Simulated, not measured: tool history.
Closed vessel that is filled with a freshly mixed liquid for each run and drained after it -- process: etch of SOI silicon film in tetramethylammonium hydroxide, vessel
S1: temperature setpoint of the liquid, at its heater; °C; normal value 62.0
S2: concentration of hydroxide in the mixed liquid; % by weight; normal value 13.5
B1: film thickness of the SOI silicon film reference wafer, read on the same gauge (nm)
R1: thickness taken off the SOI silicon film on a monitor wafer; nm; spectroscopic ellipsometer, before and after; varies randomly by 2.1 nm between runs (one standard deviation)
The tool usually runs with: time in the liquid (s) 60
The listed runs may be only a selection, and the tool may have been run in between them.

Run 1, hour 0.0: usual settings but S2 15.5 % by weight; B1 39.99. Result: R1 232.74 nm.
Run 2, hour 103.5: usual settings but S1 68.5 °C, time in the liquid (s) 35; B1 39.98. Result: R1 217.02 nm.
Run 3, hour 134.6: usual settings but S1 68.5 °C, time in the liquid (s) 35; B1 40.04. Result: R1 215.91 nm.
Run 4, hour 179.2: usual settings but S1 59.5 °C, time in the liquid (s) 80; B1 39.98. Result: R1 283.37 nm.
Run 5, hour 207.2: usual settings but S1 59.5 °C, time in the liquid (s) 80; B1 40.03. Result: R1 285.35 nm.
Run 6, hour 268.7: usual settings; B1 39.99. Result: R1 252.36 nm.
Run 7, hour 299.1: usual settings; B1 40.07. Result: R1 256.12 nm.
At hour 320.8: thermometer replaced.
At hour 320.8: hydroxide flow meter replaced.
Run 8, hour 353.6: usual settings; B1 40.04. Result: R1 259.20 nm.
At hour 353.9: gauge calibrated.
Run 9, hour 386.9: usual settings but time in the liquid (s) 70; B1 40.04. Result: R1 303.24 nm.
At hour 426.9: hydroxide flow meter replaced, repeated, since the last time left the tool worse.
Run 10, hour 454.4: usual settings but S2 10.5 % by weight; B1 39.99. Result: R1 266.80 nm.
Run 11, hour 500.9: usual settings but S1 69.0 °C, S2 16.5 % by weight, time in the liquid (s) 75; B1 40.02. Result: R1 418.29 nm.
Run 12, hour 536.3: usual settings but S1 54.5 °C, S2 10.5 % by weight, time in the liquid (s) 85; B1 40.02. Result: R1 237.09 nm.
Run 13, hour 567.4: usual settings; B1 40.05. Result: R1 242.67 nm.
Run 14, hour 592.2: usual settings but S1 69.5 °C, S2 10.0 % by weight, time in the liquid (s) 35; B1 39.98. Result: R1 246.64 nm.

Alternative continuations, all from the tool just after run 14; predict every row:
Run A, hour 592.9: usual settings; B1 ?. Result: R1 ?.
Run B, hour 592.9: usual settings but S1 58.5 °C, S2 10.0 % by weight, time in the liquid (s) 40; B1 ?. Result: R1 ?.
Run C, hour 592.9: usual settings but S1 55.5 °C, S2 9.5 % by weight; B1 ?. Result: R1 ?.

run     B1      R1
  A  39.99  245.86
  B  39.99  147.99
  C  39.99  187.00
Without the tool's unlogged condition, the same runs would have read:
run      R1
  A  243.08
  B  146.52
  C  185.27

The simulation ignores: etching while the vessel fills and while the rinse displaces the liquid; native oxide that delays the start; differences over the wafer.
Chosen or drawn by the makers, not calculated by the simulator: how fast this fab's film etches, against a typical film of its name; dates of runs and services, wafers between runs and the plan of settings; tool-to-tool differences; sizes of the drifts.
